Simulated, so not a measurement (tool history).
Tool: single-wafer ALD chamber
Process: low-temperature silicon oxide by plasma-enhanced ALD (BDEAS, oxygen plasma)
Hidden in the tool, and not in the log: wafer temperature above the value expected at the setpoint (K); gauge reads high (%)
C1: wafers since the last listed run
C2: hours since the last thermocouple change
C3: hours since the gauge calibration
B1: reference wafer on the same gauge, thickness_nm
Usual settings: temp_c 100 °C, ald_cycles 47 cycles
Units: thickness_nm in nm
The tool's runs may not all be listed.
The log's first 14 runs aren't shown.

Run 15, day 13.338: usual settings but temp_c 91 °C; C1 137; C2 1408.6; C3 427.8; B1 6.73. Result: thickness_nm 6.924 nm.
Run 16, day 14.154: usual settings but ald_cycles 52 cycles; C1 84; C2 1428.2; C3 447.4; B1 6.73. Result: thickness_nm 7.375 nm.
Run 17, day 16.679: usual settings; C1 260; C2 1488.8; C3 508; B1 6.728. Result: thickness_nm 6.682 nm.
At day 17.292: gauge calibrated.
Run 18, day 18.158: usual settings but temp_c 85 °C, ald_cycles 39 cycles; C1 152; C2 1524.3; C3 20.8; B1 6.73. Result: thickness_nm 5.876 nm.
Run 19, day 19.604: usual settings but ald_cycles 51 cycles; C1 149; C2 1559; C3 55.5; B1 6.728. Result: thickness_nm 7.244 nm.
Run 20, day 20.129: usual settings but ald_cycles 53 cycles; C1 54; C2 1571.6; C3 68.1; B1 6.731. Result: thickness_nm 7.536 nm.
Run 21, day 21.308: usual settings but temp_c 109 °C, ald_cycles 51 cycles; C1 121; C2 1599.9; C3 96.4; B1 6.731. Result: thickness_nm 7.052 nm.
Run 22, day 22.692: usual settings but temp_c 88 °C; C1 142; C2 1633.1; C3 129.6; B1 6.732. Result: thickness_nm 7.015 nm.
Run 23, day 23.479: usual settings but temp_c 92 °C, ald_cycles 50 cycles; C1 81; C2 1652; C3 148.5; B1 6.732. Result: thickness_nm 7.347 nm.
Run 24, day 24.8: usual settings but temp_c 93 °C, ald_cycles 50 cycles; C1 136; C2 1683.7; C3 180.2; B1 6.729. Result: thickness_nm 7.369 nm.
Run 25, day 25.35: usual settings but temp_c 87 °C, ald_cycles 40 cycles; C1 56; C2 1696.9; C3 193.4; B1 6.731. Result: thickness_nm 6.034 nm.
Run 26, day 26.717: usual settings but temp_c 109 °C; C1 141; C2 1729.7; C3 226.2; B1 6.726. Result: thickness_nm 6.51 nm.
At day 27.5: thermocouple changed; heater temperature recalibrated.
Run 27, day 27.883: usual settings but temp_c 106 °C, ald_cycles 53 cycles; C1 86; C2 9.2; C3 254.2; B1 6.731. Result: thickness_nm 7.273 nm.
Run 28, day 29.083: usual settings but ald_cycles 55 cycles; C1 124; C2 38; C3 283; B1 6.727. Result: thickness_nm 7.626 nm.
Run 29, day 30.162: usual settings; C1 111; C2 63.9; C3 308.9; B1 6.732. Result: thickness_nm 6.535 nm.
Run 30, day 30.796: usual settings; C1 65; C2 79.1; C3 324.1; B1 6.73. Result: thickness_nm 6.53 nm.
Run 31, day 31.779: usual settings; C1 101; C2 102.7; C3 347.7; B1 6.73. Result: thickness_nm 6.519 nm.
Run 32, day 32.421: usual settings but temp_c 109 °C, ald_cycles 51 cycles; C1 66; C2 118.1; C3 363.1; B1 6.733. Result: thickness_nm 6.976 nm.
Run 33, day 33.358: usual settings; C1 96; C2 140.6; C3 385.6; B1 6.73. Result: thickness_nm 6.552 nm.
Run 34, day 34.475: usual settings; C1 115; C2 167.4; C3 412.4; B1 6.732. Result: thickness_nm 6.526 nm.
Run 35, day 35.104: usual settings but temp_c 94 °C, ald_cycles 51 cycles; C1 65; C2 182.5; C3 427.5; B1 6.729. Result: thickness_nm 7.227 nm.

Forecast each of these 4 alternatives for the next run:
Run A, day 35.125: usual settings; C1 2; C2 183; C3 428; B1 ?. Result: thickness_nm ?.
Run B, day 35.125: usual settings but temp_c 107 °C, ald_cycles 42 cycles; C1 2; C2 183; C3 428; B1 ?. Result: thickness_nm ?.
Run C, day 35.125: usual settings but temp_c 110 °C, ald_cycles 41 cycles; C1 2; C2 183; C3 428; B1 ?. Result: thickness_nm ?.
Run D, day 35.125: usual settings but temp_c 112 °C, ald_cycles 40 cycles; C1 2; C2 183; C3 428; B1 ?. Result: thickness_nm ?.

run     B1  thickness_nm
  A  6.736         6.519
  B  6.736         5.742
  C  6.736          5.57
  D  6.736         5.411
Without the tool's hidden state the same runs would have given:
run  thickness_nm
  A         6.534
  B         5.755
  C         5.582
  D         5.423
